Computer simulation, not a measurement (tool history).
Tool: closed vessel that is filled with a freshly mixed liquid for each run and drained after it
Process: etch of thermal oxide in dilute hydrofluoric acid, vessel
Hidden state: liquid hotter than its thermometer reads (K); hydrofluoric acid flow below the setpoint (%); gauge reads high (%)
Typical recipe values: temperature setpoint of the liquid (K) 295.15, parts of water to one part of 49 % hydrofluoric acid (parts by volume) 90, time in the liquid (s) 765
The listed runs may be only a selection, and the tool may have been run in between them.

| run | hour | temperature setpoint of the liquid (K) | parts of water to one part of 49 % hydrofluoric acid (parts by volume) | time in the liquid (s) | wafers since the last listed run | hours since the thermometer was replaced | hours since the hydrofluoric acid flow meter was replaced | hours since the gauge calibration | read-back film thickness of the thermal oxide reference wafer, read on the same gauge (nm) | thickness taken off the thermal oxide on a monitor wafer (Å) |
|---|---|---|---|---|---|---|---|---|---|---|
| 1 | 0 | 295.15 | 90 | 765 | 0 | 2110.9 | 2357.2 | 555.8 | 40.02 | 374.6 |
| 2 | 29.8 | 295.15 | 90 | 765 | 2134 | 2140.7 | 2387 | 585.6 | 39.98 | 365.3 |
| 3 | 45.5 | 295.15 | 90 | 765 | 1124 | 2156.4 | 2402.7 | 601.3 | 40.02 | 372.9 |
| 4 | 58.6 | 297.65 | 90 | 765 | 938 | 2169.5 | 2415.8 | 614.4 | 39.98 | 405.3 |
| 5 | 85.6 | 295.15 | 90 | 765 | 1934 | 2196.5 | 2442.8 | 641.4 | 40.01 | 370.4 |
| 6 | 118.6 | 295.15 | 90 | 765 | 2363 | 2229.5 | 2475.8 | 674.4 | 40 | 369 |
| 7 | 141.1 | 295.15 | 90 | 765 | 1611 | 2252 | 2498.3 | 696.9 | 39.98 | 368.3 |
|  | 162.8 | gauge calibrated |
| 8 | 170.9 | 295.15 | 90 | 765 | 2134 | 2281.8 | 2528.1 | 8.1 | 40.01 | 370.9 |
| 9 | 237.4 | 296.15 | 75 | 765 | 4763 | 2348.3 | 2594.6 | 74.6 | 39.99 | 471.8 |
| 10 | 260.1 | 296.15 | 75 | 765 | 1626 | 2371 | 2617.3 | 97.3 | 40 | 466.7 |
| 11 | 274.5 | 295.15 | 90 | 765 | 1031 | 2385.4 | 2631.7 | 111.7 | 39.99 | 370.7 |
| 12 | 298.6 | 295.15 | 90 | 765 | 1726 | 2409.5 | 2655.8 | 135.8 | 40.02 | 368.6 |
| 13 | 312.8 | 293.15 | 90 | 1035 | 1017 | 2423.7 | 2670 | 150 | 40 | 464.6 |
|  | 327.4 | hydrofluoric acid flow meter replaced |
| 14 | 347.1 | 295.15 | 90 | 535 | 2385 | 2458 | 19.7 | 184.3 | 40.01 | 298.4 |
| 15 | 359.3 | 299.15 | 80 | 765 | 873 | 2470.2 | 31.9 | 196.5 | 40.03 | 577.5 |
| 16 | 381.1 | 295.15 | 90 | 335 | 1561 | 2492 | 53.7 | 218.3 | 40 | 188.3 |
| 17 | 414.7 | 295.15 | 90 | 765 | 2406 | 2525.6 | 87.3 | 251.9 | 40.01 | 430.9 |
| 18 | 448.3 | 295.15 | 75 | 765 | 2406 | 2559.2 | 120.9 | 285.5 | 39.98 | 529.2 |
|  | 452.3 | thermometer replaced |
| 19 | 464.1 | 293.65 | 120 | 365 | 1060 | 11.8 | 136.7 | 301.3 | 39.98 | 124.9 |
| 20 | 480.7 | 291.65 | 125 | 575 | 1189 | 28.4 | 153.3 | 317.9 | 40 | 174.8 |
| 21 | 512.3 | 295.15 | 90 | 990 | 2263 | 60 | 184.9 | 349.5 | 40 | 499.9 |
| 22 | 525.2 | 295.15 | 135 | 1015 | 924 | 72.9 | 197.8 | 362.4 | 40 | 322 |
| 23 | 555.1 | 292.15 | 90 | 765 | 2141 | 102.8 | 227.7 | 392.3 | 40 | 343.8 |
| 24 | 569.4 | 295.15 | 90 | 910 | 1024 | 117.1 | 242 | 406.6 | 40.02 | 458.5 |
| 25 | 596.1 | 300.15 | 90 | 765 | 1912 | 143.8 | 268.7 | 433.3 | 40 | 465.2 |
| 26 | 620.2 | 290.65 | 90 | 1200 | 1726 | 167.9 | 292.8 | 457.4 | 39.98 | 502.1 |
| 27 | 633.4 | 295.15 | 90 | 605 | 945 | 181.1 | 306 | 470.6 | 40.01 | 301.6 |
| 28 | 658.6 | 295.15 | 90 | 765 | 1805 | 206.3 | 331.2 | 495.8 | 40.02 | 381 |
| 29 | 672.4 | 295.15 | 90 | 765 | 988 | 220.1 | 345 | 509.6 | 40.01 | 383.5 |
| 30 | 690.2 | 296.65 | 110 | 385 | 1275 | 237.9 | 362.8 | 527.4 | 40.03 | 164 |
| 31 | 716.6 | 295.15 | 90 | 765 | 1891 | 264.3 | 389.2 | 553.8 | 39.98 | 382.8 |
| 32 | 736.4 | 291.65 | 90 | 950 | 1418 | 284.1 | 409 | 573.6 | 40.03 | 413.4 |
| 33 | 761.7 | 295.15 | 90 | 765 | 1812 | 309.4 | 434.3 | 598.9 | 40.02 | 384.5 |

Branching from run 33: 5 alternative next runs. What would each branch give?
| A | 762.6 | 295.15 | 90 | 765 | 64 | 310.3 | 435.2 | 599.8 | ? | ? |
| B | 762.6 | 298.15 | 90 | 765 | 64 | 310.3 | 435.2 | 599.8 | ? | ? |
| C | 762.6 | 290.15 | 115 | 765 | 64 | 310.3 | 435.2 | 599.8 | ? | ? |
| D | 762.6 | 299.15 | 105 | 445 | 64 | 310.3 | 435.2 | 599.8 | ? | ? |
| E | 762.6 | 295.15 | 90 | 1060 | 64 | 310.3 | 435.2 | 599.8 | ? | ? |

| run | read-back film thickness of the thermal oxide reference wafer, read on the same gauge (nm) | thickness taken off the thermal oxide on a monitor wafer (Å) |
|---|---|---|
| A | 40 | 386.4 |
| B | 40 | 435.4 |
| C | 40 | 239.4 |
| D | 40 | 221.2 |
| E | 40 | 535.3 |
Without the tool's hidden state the same runs would have given:
| run | thickness taken off the thermal oxide on a monitor wafer (Å) |
|---|---|
| A | 397.8 |
| B | 448.7 |
| C | 246.5 |
| D | 228.2 |
| E | 551.2 |
